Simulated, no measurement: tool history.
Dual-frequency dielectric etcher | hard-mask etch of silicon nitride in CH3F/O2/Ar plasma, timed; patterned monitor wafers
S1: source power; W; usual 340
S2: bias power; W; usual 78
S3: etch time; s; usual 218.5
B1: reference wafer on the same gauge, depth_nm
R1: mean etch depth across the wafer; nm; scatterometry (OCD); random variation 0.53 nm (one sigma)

| run | hour | S1 | S2 | S3 | B1 | R1 |
|---|---|---|---|---|---|---|
| 1 | 0 | 340 | 78 | 178 | 178 | 125 |
| 2 | 28.1 | 340 | 78 | 178 | 178 | 124.7 |
| 3 | 50 | 340 | 78 | 178 | 178 | 123.6 |
| 4 | 68.6 | 340 | 78 | 238 | 178 | 165 |
|  | 96 | upper electrode replaced |
| 5 | 96.5 | 340 | 78 | 218.5 | 177.9 | 151.9 |
| 6 | 99.2 | 340 | 78 | 218.5 | 178.1 | 152.1 |
|  | 127.4 | wet clean of the chamber |
| 7 | 134.1 | 340 | 78 | 218.5 | 177.9 | 157.5 |
|  | 145 | gauge calibrated |
| 8 | 150.8 | 400 | 87 | 192 | 178.2 | 152.2 |
|  | 162.2 | source power generator calibrated |
| 9 | 171.6 | 340 | 72 | 275 | 177.9 | 191.2 |
|  | 188.7 | bias power generator calibrated |
| 10 | 198.9 | 390 | 90 | 191 | 177.9 | 150.6 |
| 11 | 229.1 | 340 | 78 | 218.5 | 178 | 156.1 |
| 12 | 264.2 | 380 | 78 | 245.5 | 177.9 | 179.9 |
| 13 | 282.9 | 410 | 78 | 218.5 | 178 | 163.3 |
| 14 | 303.7 | 340 | 78 | 218.5 | 178.1 | 154.8 |

Forecast each of these 3 alternatives for the next run:
| A | 304.2 | 340 | 78 | 218.5 | ? | ? |
| B | 304.2 | 380 | 62 | 218.5 | ? | ? |
| C | 304.2 | 300 | 90 | 259.5 | ? | ? |

| run | B1 | R1 |
|---|---|---|
| A | 178.1 | 153.9 |
| B | 178.1 | 144.7 |
| C | 178.1 | 187.2 |
Without the tool's hidden state the same runs would have given:
| run | R1 |
|---|---|
| A | 157 |
| B | 147.6 |
| C | 191 |
